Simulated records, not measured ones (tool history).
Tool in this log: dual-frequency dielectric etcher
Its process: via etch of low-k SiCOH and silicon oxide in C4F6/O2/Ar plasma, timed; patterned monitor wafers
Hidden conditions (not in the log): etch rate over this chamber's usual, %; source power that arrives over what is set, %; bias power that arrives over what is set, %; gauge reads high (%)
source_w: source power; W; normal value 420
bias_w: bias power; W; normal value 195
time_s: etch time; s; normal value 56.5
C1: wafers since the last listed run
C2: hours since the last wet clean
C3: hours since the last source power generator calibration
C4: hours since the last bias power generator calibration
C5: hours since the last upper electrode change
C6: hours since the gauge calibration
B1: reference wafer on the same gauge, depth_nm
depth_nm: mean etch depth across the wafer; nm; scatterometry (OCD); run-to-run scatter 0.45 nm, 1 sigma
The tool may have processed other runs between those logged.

run 1 hour=0 | source_w=420 bias_w=195 time_s=56.5 | C1=0 C2=203.9 C3=3054.4 C4=4719.4 C5=3571.6 C6=106.1 | B1=208.2 | depth_nm=177.1
run 2 hour=15.1 | source_w=420 bias_w=195 time_s=53 | C1=159 C2=219 C3=3069.5 C4=4734.5 C5=3586.7 C6=121.2 | B1=208.2 | depth_nm=166.4
run 3 hour=29.9 | source_w=420 bias_w=195 time_s=53 | C1=156 C2=233.8 C3=3084.3 C4=4749.3 C5=3601.5 C6=136 | B1=208.3 | depth_nm=167
run 4 hour=48.4 | source_w=420 bias_w=195 time_s=53 | C1=195 C2=252.3 C3=3102.8 C4=4767.8 C5=3620 C6=154.5 | B1=208.5 | depth_nm=166.5
run 5 hour=66.9 | source_w=380 bias_w=195 time_s=56.5 | C1=195 C2=270.8 C3=3121.3 C4=4786.3 C5=3638.5 C6=173 | B1=208.7 | depth_nm=170.2
run 6 hour=95.2 | source_w=380 bias_w=195 time_s=56.5 | C1=299 C2=299.1 C3=3149.6 C4=4814.6 C5=3666.8 C6=201.3 | B1=208.8 | depth_nm=171.1
-- hour=139.4 wet clean of the chamber
run 7 hour=139.9 | source_w=420 bias_w=195 time_s=56.5 | C1=219 C2=0.5 C3=3194.3 C4=4859.3 C5=3711.5 C6=246 | B1=209.1 | depth_nm=178.1
run 8 hour=157.3 | source_w=420 bias_w=172 time_s=56.5 | C1=184 C2=17.9 C3=3211.7 C4=4876.7 C5=3728.9 C6=263.4 | B1=209.3 | depth_nm=168.9
-- hour=181.8 upper electrode replaced
run 9 hour=182.3 | source_w=420 bias_w=195 time_s=61.5 | C1=10 C2=42.9 C3=3236.7 C4=4901.7 C5=0.5 C6=288.4 | B1=209.5 | depth_nm=194.1
run 10 hour=202.8 | source_w=450 bias_w=195 time_s=44.5 | C1=216 C2=63.4 C3=3257.2 C4=4922.2 C5=21 C6=308.9 | B1=209.9 | depth_nm=144.9
-- hour=208.4 gauge calibrated
-- hour=209.2 source power generator calibrated
-- hour=226.8 bias power generator calibrated
run 11 hour=232 | source_w=510 bias_w=195 time_s=56.5 | C1=224 C2=92.6 C3=22.8 C4=5.2 C5=50.2 C6=23.6 | B1=207 | depth_nm=190.7
run 12 hour=248 | source_w=420 bias_w=218 time_s=56.5 | C1=169 C2=108.6 C3=38.8 C4=21.2 C5=66.2 C6=39.6 | B1=207.2 | depth_nm=185.7
run 13 hour=275.5 | source_w=420 bias_w=195 time_s=56.5 | C1=291 C2=136.1 C3=66.3 C4=48.7 C5=93.7 C6=67.1 | B1=207.4 | depth_nm=176.5
run 14 hour=290.2 | source_w=420 bias_w=195 time_s=56.5 | C1=155 C2=150.8 C3=81 C4=63.4 C5=108.4 C6=81.8 | B1=207.5 | depth_nm=177.4
run 15 hour=307.7 | source_w=370 bias_w=195 time_s=56.5 | C1=185 C2=168.3 C3=98.5 C4=80.9 C5=125.9 C6=99.3 | B1=207.6 | depth_nm=167.9
run 16 hour=336.5 | source_w=420 bias_w=195 time_s=56.5 | C1=304 C2=197.1 C3=127.3 C4=109.7 C5=154.7 C6=128.1 | B1=207.9 | depth_nm=176.8
run 17 hour=354.4 | source_w=460 bias_w=230 time_s=64 | C1=189 C2=215 C3=145.2 C4=127.6 C5=172.6 C6=146 | B1=208.1 | depth_nm=224.3
run 18 hour=378.8 | source_w=460 bias_w=172 time_s=42 | C1=258 C2=239.4 C3=169.6 C4=152 C5=197 C6=170.4 | B1=208.3 | depth_nm=129.7
run 19 hour=402 | source_w=420 bias_w=195 time_s=44 | C1=245 C2=262.6 C3=192.8 C4=175.2 C5=220.2 C6=193.6 | B1=208.4 | depth_nm=138.6

Each row is a separate what-if for the run after 19, all from the same tool condition, not one after another. Results?
run A hour=402.4 | source_w=420 bias_w=195 time_s=56.5 | C1=4 C2=263 C3=193.2 C4=175.6 C5=220.6 C6=194 | B1=? | depth_nm=?
run B hour=402.4 | source_w=390 bias_w=195 time_s=51 | C1=4 C2=263 C3=193.2 C4=175.6 C5=220.6 C6=194 | B1=? | depth_nm=?
run C hour=402.4 | source_w=510 bias_w=181 time_s=56.5 | C1=4 C2=263 C3=193.2 C4=175.6 C5=220.6 C6=194 | B1=? | depth_nm=?
run D hour=402.4 | source_w=360 bias_w=235 time_s=47 | C1=4 C2=263 C3=193.2 C4=175.6 C5=220.6 C6=194 | B1=? | depth_nm=?
run E hour=402.4 | source_w=370 bias_w=240 time_s=44.5 | C1=4 C2=263 C3=193.2 C4=175.6 C5=220.6 C6=194 | B1=? | depth_nm=?

run=A B1=208.5 depth_nm=177.5
run=B B1=208.5 depth_nm=155.3
run=C B1=208.5 depth_nm=186.4
run=D B1=208.5 depth_nm=150.4
run=E B1=208.5 depth_nm=145.4
Without the tool's hidden state the same runs would have given:
run=A depth_nm=176.3
run=B depth_nm=154.2
run=C depth_nm=185.1
run=D depth_nm=149.3
run=E depth_nm=144.4
